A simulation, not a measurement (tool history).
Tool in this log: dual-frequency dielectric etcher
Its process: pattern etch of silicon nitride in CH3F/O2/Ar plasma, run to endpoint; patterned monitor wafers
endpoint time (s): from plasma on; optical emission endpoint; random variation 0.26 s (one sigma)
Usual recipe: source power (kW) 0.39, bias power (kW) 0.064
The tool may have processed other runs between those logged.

| run | hour | source power (kW) | bias power (kW) | wafers since the last listed run | hours since the last wet clean | hours since the last source power generator calibration | hours since the last bias power generator calibration | hours since the last upper electrode change | incoming incoming film thickness, nm | endpoint time (s) |
|---|---|---|---|---|---|---|---|---|---|---|
| 1 | 0 | 0.43 | 0.064 | 0 | 424.1 | 3166.3 | 1981.4 | 2228.1 | 50.9 | 87.5 |
| 2 | 17.6 | 0.43 | 0.064 | 145 | 441.7 | 3183.9 | 1999 | 2245.7 | 51.7 | 88.7 |
| 3 | 35.6 | 0.43 | 0.064 | 149 | 459.7 | 3201.9 | 2017 | 2263.7 | 51.7 | 88.9 |
| 4 | 44.7 | 0.39 | 0.064 | 75 | 468.8 | 3211 | 2026.1 | 2272.8 | 51.3 | 90.5 |
| 5 | 58.9 | 0.44 | 0.064 | 117 | 483 | 3225.2 | 2040.3 | 2287 | 51.5 | 88.7 |
| 6 | 68 | 0.44 | 0.064 | 75 | 492.1 | 3234.3 | 2049.4 | 2296.1 | 51.4 | 88.5 |
| 7 | 84.8 | 0.45 | 0.069 | 139 | 508.9 | 3251.1 | 2066.2 | 2312.9 | 51.3 | 85.5 |
| 8 | 95.5 | 0.45 | 0.069 | 88 | 519.6 | 3261.8 | 2076.9 | 2323.6 | 51.4 | 85.7 |
| 9 | 112.6 | 0.39 | 0.057 | 141 | 536.7 | 3278.9 | 2094 | 2340.7 | 51.3 | 94.3 |
|  | 151.5 | wet clean of the chamber |
|  | 168.7 | upper electrode replaced |
| 10 | 169.2 | 0.39 | 0.057 | 127 | 17.7 | 3335.5 | 2150.6 | 0.5 | 51.9 | 91.8 |
| 11 | 169.5 | 0.39 | 0.064 | 2 | 18 | 3335.8 | 2150.9 | 0.8 | 51.8 | 88.5 |
| 12 | 169.9 | 0.39 | 0.064 | 3 | 18.4 | 3336.2 | 2151.3 | 1.2 | 51.9 | 88.6 |
|  | 174.3 | source power generator calibrated |
| 13 | 178 | 0.39 | 0.064 | 33 | 26.5 | 3.7 | 2159.4 | 9.3 | 51.7 | 87.9 |
| 14 | 184.8 | 0.39 | 0.069 | 56 | 33.3 | 10.5 | 2166.2 | 16.1 | 50.9 | 84.9 |
| 15 | 198.2 | 0.45 | 0.069 | 111 | 46.7 | 23.9 | 2179.6 | 29.5 | 51.6 | 83.4 |
| 16 | 205.4 | 0.45 | 0.071 | 59 | 53.9 | 31.1 | 2186.8 | 36.7 | 51.8 | 82.8 |
| 17 | 214 | 0.45 | 0.05 | 71 | 62.5 | 39.7 | 2195.4 | 45.3 | 51.4 | 91.6 |
|  | 219.2 | bias power generator calibrated |
| 18 | 228.6 | 0.39 | 0.064 | 87 | 77.1 | 54.3 | 9.4 | 59.9 | 50.7 | 86.6 |
| 19 | 239.2 | 0.3 | 0.053 | 87 | 87.7 | 64.9 | 20 | 70.5 | 51.5 | 99.3 |
| 20 | 253.5 | 0.34 | 0.077 | 118 | 102 | 79.2 | 34.3 | 84.8 | 51.6 | 85.9 |
| 21 | 264 | 0.49 | 0.073 | 87 | 112.5 | 89.7 | 44.8 | 95.3 | 51.2 | 79.5 |
| 22 | 281.9 | 0.39 | 0.064 | 148 | 130.4 | 107.6 | 62.7 | 113.2 | 50.8 | 87.7 |
| 23 | 288.9 | 0.47 | 0.057 | 58 | 137.4 | 114.6 | 69.7 | 120.2 | 51.3 | 87.6 |
| 24 | 298.2 | 0.31 | 0.077 | 77 | 146.7 | 123.9 | 79 | 129.5 | 51.5 | 88.5 |
| 25 | 306.5 | 0.39 | 0.064 | 68 | 155 | 132.2 | 87.3 | 137.8 | 51.3 | 88.3 |

How would selected steps in endpoint time (s) from run to run divide? Give the signed amount a tool lacking its hidden state would still show from settings, what came in and random variation, and the signed amount left for the hidden state, including any gauge scatter that is not in both of the compared results.
Hidden conditions of the tool in this case: etch rate over this chamber's usual, %; source power that arrives over what is set, %; bias power that arrives over what is set, %.
Run 8 -> 9: source power (kW) 0.45 -> 0.39, bias power (kW) 0.069 -> 0.057. endpoint time (s) +8.6: hidden state +0.6, all else +8.
Run 9 -> 10: wet clean of the chamber, upper electrode replaced. endpoint time (s) -2.5: hidden state -3.7, all else +1.2.
Run 18 -> 19: source power (kW) 0.39 -> 0.3, bias power (kW) 0.064 -> 0.053. endpoint time (s) +12.7: hidden state +0.3, all else +12.4.
Run 19 -> 20: source power (kW) 0.3 -> 0.34, bias power (kW) 0.053 -> 0.077. endpoint time (s) -13.4: hidden state -0.1, all else -13.3.
